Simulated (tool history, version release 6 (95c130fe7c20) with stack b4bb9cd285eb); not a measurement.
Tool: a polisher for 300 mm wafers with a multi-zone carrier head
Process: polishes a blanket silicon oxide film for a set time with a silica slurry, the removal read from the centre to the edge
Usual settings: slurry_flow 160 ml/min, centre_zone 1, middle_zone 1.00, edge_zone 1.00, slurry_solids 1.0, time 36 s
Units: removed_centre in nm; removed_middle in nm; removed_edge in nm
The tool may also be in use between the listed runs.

run,day,slurry_flow,centre_zone,middle_zone,edge_zone,slurry_solids,time,wafers since the last listed run,wafers polished on this pad,hours since the slurry nozzle was cleaned,hours since the centre zone pressure was calibrated,hours since the edge zone pressure was calibrated,hours since the carrier head's membrane was replaced,"incoming thickness of the incoming film, nm",removed_centre,removed_middle,removed_edge
1,0.000,160,1,1.00,1.00,0.8,36,0,450,282.2,994.9,719.3,1890.0,1337.2,90.9,93.7,101.5
2,1.288,160,1,1.00,1.00,1.0,36,444,895,313.1,1025.8,750.2,1920.9,1321.9,109.9,116.5,123.6
3,2.717,160,1,1.00,1.00,1.0,36,493,1389,347.4,1060.1,784.5,1955.2,1343.7,108.2,117.0,121.5
# day 3.300: slurry nozzle cleaned
# day 3.617: worn pad replaced by a new one
4,4.104,160,1,1.00,1.00,1.0,36,407,168,19.3,1093.4,817.8,1988.5,1317.4,109.2,119.4,124.2
5,5.129,160,1,1.00,1.00,1.0,39,354,522,43.9,1118.0,842.4,2013.1,1322.2,117.2,128.9,133.6
6,5.654,160,1,1.00,1.00,1.0,39,181,703,56.5,1130.6,855.0,2025.7,1336.0,116.0,127.6,134.0
7,6.879,160,1,1.00,1.00,1.0,39,423,1127,85.9,1160.0,884.4,2055.1,1321.2,117.5,130.9,135.8
8,7.783,160,1,1.00,1.00,1.0,39,312,1439,107.6,1181.7,906.1,2076.8,1335.4,115.2,125.0,134.8
# day 8.954: worn pad replaced by a new one
9,9.200,160,1,1.00,1.00,1.0,36,431,84,141.6,1215.7,940.1,2110.8,1340.7,104.6,118.8,126.9
10,9.796,160,1,1.07,1.09,1.0,36,205,290,155.9,1230.0,954.4,2125.1,1340.8,105.3,125.4,129.7
11,10.408,160,1,1.00,1.00,1.0,36,211,502,170.6,1244.7,969.1,2139.8,1333.0,104.4,116.4,123.9
# day 11.300: carrier head's membrane replaced by a new one
12,11.621,160,1,1.00,0.89,1.0,36,346,849,199.7,1273.8,998.2,7.7,1341.1,105.2,117.7,119.3

Run 13 is up next; what results do you expect?
13,12.696,160,1,1.12,1.00,1.0,36,371,1220,225.5,1299.6,1024.0,33.5,1327.0,?,?,?

Run 13 measured removed_centre 102.7 nm, removed_middle 133.3 nm, removed_edge 125.0 nm.
Were there no unlogged condition in the tool, this run, its random variation unchanged, would have produced removed_centre 117.9 nm, removed_middle 133.2 nm, removed_edge 125.0 nm.
